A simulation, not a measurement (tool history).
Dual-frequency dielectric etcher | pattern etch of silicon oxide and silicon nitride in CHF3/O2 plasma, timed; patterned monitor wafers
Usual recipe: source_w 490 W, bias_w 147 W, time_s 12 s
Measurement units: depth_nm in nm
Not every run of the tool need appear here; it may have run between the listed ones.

| run | hour | source_w | bias_w | time_s | wafers since the last listed run | hours since the last wet clean | hours since the last source power generator calibration | hours since the last bias power generator calibration | hours since the last upper electrode change | hours since the gauge calibration | read-back reference wafer on the same gauge, depth_nm | depth_nm |
|---|---|---|---|---|---|---|---|---|---|---|---|---|
| 1 | 0 | 490 | 173 | 12 | 0 | 225.2 | 3735.1 | 3864.3 | 4019.4 | 2051.9 | 15 | 15.75 |
| 2 | 31.7 | 490 | 173 | 12 | 656 | 256.9 | 3766.8 | 3896 | 4051.1 | 2083.6 | 14.99 | 15.8 |
| 3 | 72.7 | 490 | 147 | 12 | 849 | 297.9 | 3807.8 | 3937 | 4092.1 | 2124.6 | 14.99 | 15.01 |
| 4 | 100.1 | 490 | 147 | 12 | 567 | 325.3 | 3835.2 | 3964.4 | 4119.5 | 2152 | 15 | 14.99 |
| 5 | 179.5 | 490 | 147 | 12 | 1645 | 404.7 | 3914.6 | 4043.8 | 4198.9 | 2231.4 | 15 | 15.14 |
| 6 | 232.8 | 490 | 147 | 10 | 1104 | 458 | 3967.9 | 4097.1 | 4252.2 | 2284.7 | 15 | 12.74 |
| 7 | 297.8 | 490 | 147 | 12 | 1346 | 523 | 4032.9 | 4162.1 | 4317.2 | 2349.7 | 14.99 | 15.23 |
|  | 339.4 | upper electrode replaced |
|  | 349.2 | wet clean of the chamber |
| 8 | 365.1 | 490 | 156 | 10.5 | 693 | 15.9 | 4100.2 | 4229.4 | 25.7 | 2417 | 14.99 | 13.29 |
|  | 410.8 | gauge calibrated |
|  | 415.3 | bias power generator calibrated |
| 9 | 427.3 | 490 | 147 | 9 | 1206 | 78.1 | 4162.4 | 12 | 87.9 | 16.5 | 15.01 | 11.03 |
| 10 | 487.3 | 490 | 158 | 11 | 1243 | 138.1 | 4222.4 | 72 | 147.9 | 76.5 | 15.01 | 14.02 |
| 11 | 533.2 | 490 | 147 | 12 | 951 | 184 | 4268.3 | 117.9 | 193.8 | 122.4 | 15.01 | 14.99 |
| 12 | 602.7 | 490 | 147 | 12 | 1440 | 253.5 | 4337.8 | 187.4 | 263.3 | 191.9 | 15.01 | 14.95 |
| 13 | 668.8 | 490 | 157 | 12 | 1369 | 319.6 | 4403.9 | 253.5 | 329.4 | 258 | 15 | 15.43 |
| 14 | 713.9 | 490 | 147 | 12 | 934 | 364.7 | 4449 | 298.6 | 374.5 | 303.1 | 15.02 | 15.25 |
| 15 | 764.6 | 570 | 119 | 10.5 | 1050 | 415.4 | 4499.7 | 349.3 | 425.2 | 353.8 | 14.99 | 13.46 |
|  | 867.7 | source power generator calibrated |
|  | 938.9 | wet clean of the chamber |
| 16 | 939.4 | 490 | 183 | 12 | 3041 | 0.5 | 71.7 | 524.1 | 600 | 528.6 | 15 | 15.84 |
| 17 | 953.9 | 490 | 147 | 12 | 300 | 15 | 86.2 | 538.6 | 614.5 | 543.1 | 15.01 | 14.76 |
| 18 | 1029.1 | 560 | 147 | 12 | 1558 | 90.2 | 161.4 | 613.8 | 689.7 | 618.3 | 15.02 | 15.73 |
| 19 | 1091.4 | 490 | 147 | 12 | 1290 | 152.5 | 223.7 | 676.1 | 752 | 680.6 | 14.99 | 14.86 |
| 20 | 1134.7 | 490 | 147 | 10.5 | 897 | 195.8 | 267 | 719.4 | 795.3 | 723.9 | 15.02 | 13.2 |
| 21 | 1198.6 | 490 | 147 | 8.5 | 1324 | 259.7 | 330.9 | 783.3 | 859.2 | 787.8 | 15.02 | 10.65 |
| 22 | 1228.3 | 600 | 181 | 14 | 615 | 289.4 | 360.6 | 813 | 888.9 | 817.5 | 15.01 | 20.58 |
| 23 | 1278.2 | 520 | 166 | 12 | 1034 | 339.3 | 410.5 | 862.9 | 938.8 | 867.4 | 15.01 | 16.26 |
| 24 | 1335.1 | 570 | 147 | 12 | 1179 | 396.2 | 467.4 | 919.8 | 995.7 | 924.3 | 15.01 | 16.28 |
| 25 | 1384.1 | 440 | 121 | 12 | 1015 | 445.2 | 516.4 | 968.8 | 1044.7 | 973.3 | 14.99 | 13.74 |

Run 26 comes next. What will it give?
| 26 | 1446.4 | 490 | 147 | 12 | 1290 | 507.5 | 578.7 | 1031.1 | 1107 | 1035.6 | ? | ? |

Logged for run 26: read-back reference wafer on the same gauge, depth_nm 14.99, depth_nm 15.42 nm.
With no hidden state in the tool, this same run would have given depth_nm 14.72 nm.

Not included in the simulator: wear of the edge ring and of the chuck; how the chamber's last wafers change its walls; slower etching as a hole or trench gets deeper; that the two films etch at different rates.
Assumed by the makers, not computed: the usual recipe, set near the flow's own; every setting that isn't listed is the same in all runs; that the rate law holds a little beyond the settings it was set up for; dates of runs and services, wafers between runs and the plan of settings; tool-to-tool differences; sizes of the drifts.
